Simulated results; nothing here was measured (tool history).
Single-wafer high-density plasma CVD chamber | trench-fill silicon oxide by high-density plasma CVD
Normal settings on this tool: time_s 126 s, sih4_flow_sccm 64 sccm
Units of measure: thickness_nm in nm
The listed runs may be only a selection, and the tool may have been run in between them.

run,day,time_s,sih4_flow_sccm,wafers since the last listed run,hours since the silane flow controller was replaced,hours since the gauge calibration,"read-back reference wafer on the same gauge, thickness_nm",thickness_nm
1,0.000,120,64,0,4157.9,189.2,756.239,847.961
2,0.521,120,64,207,4170.4,201.7,756.137,845.819
3,0.962,120,64,175,4181.0,212.3,755.949,849.139
4,1.346,126,64,152,4190.2,221.5,756.028,890.393
5,1.779,126,64,172,4200.6,231.9,756.468,890.025
6,2.075,126,64,117,4207.7,239.0,755.883,888.689
7,2.683,111,64,241,4222.3,253.6,755.801,785.561
8,3.325,111,64,255,4237.7,269.0,756.114,784.358
9,3.812,111,64,193,4249.4,280.7,756.043,785.621
10,4.100,126,69,114,4256.3,287.6,755.966,942.542
11,4.733,126,64,251,4271.5,302.8,755.905,889.944
12,5.042,126,64,122,4278.9,310.2,756.035,889.583
# day 5.558: gauge calibrated
13,5.696,113,64,260,4294.6,3.3,756.013,796.780
14,6.438,126,64,294,4312.4,21.1,755.670,890.065
15,6.712,126,64,109,4319.0,27.7,756.156,890.232
16,7.317,126,74,240,4333.5,42.2,756.239,990.342
17,7.942,119,75,248,4348.5,57.2,756.158,945.203
18,8.608,119,57,265,4364.5,73.2,755.857,772.400
19,9.129,126,64,207,4377.0,85.7,756.084,887.215
20,9.696,126,64,225,4390.6,99.3,755.657,890.648
21,10.029,126,64,132,4398.6,107.3,755.793,889.717
# day 10.888: silane flow controller replaced
22,10.908,126,59,216,0.5,128.4,755.939,839.313

Forecast run 23:
23,10.925,146,74,6,0.9,128.8,?,?

{"run 23": {"read-back reference wafer on the same gauge, thickness_nm": 756.125, "thickness_nm": 1152.133}}
Without the tool's hidden state the same run would have given thickness_nm 1152.133 nm.
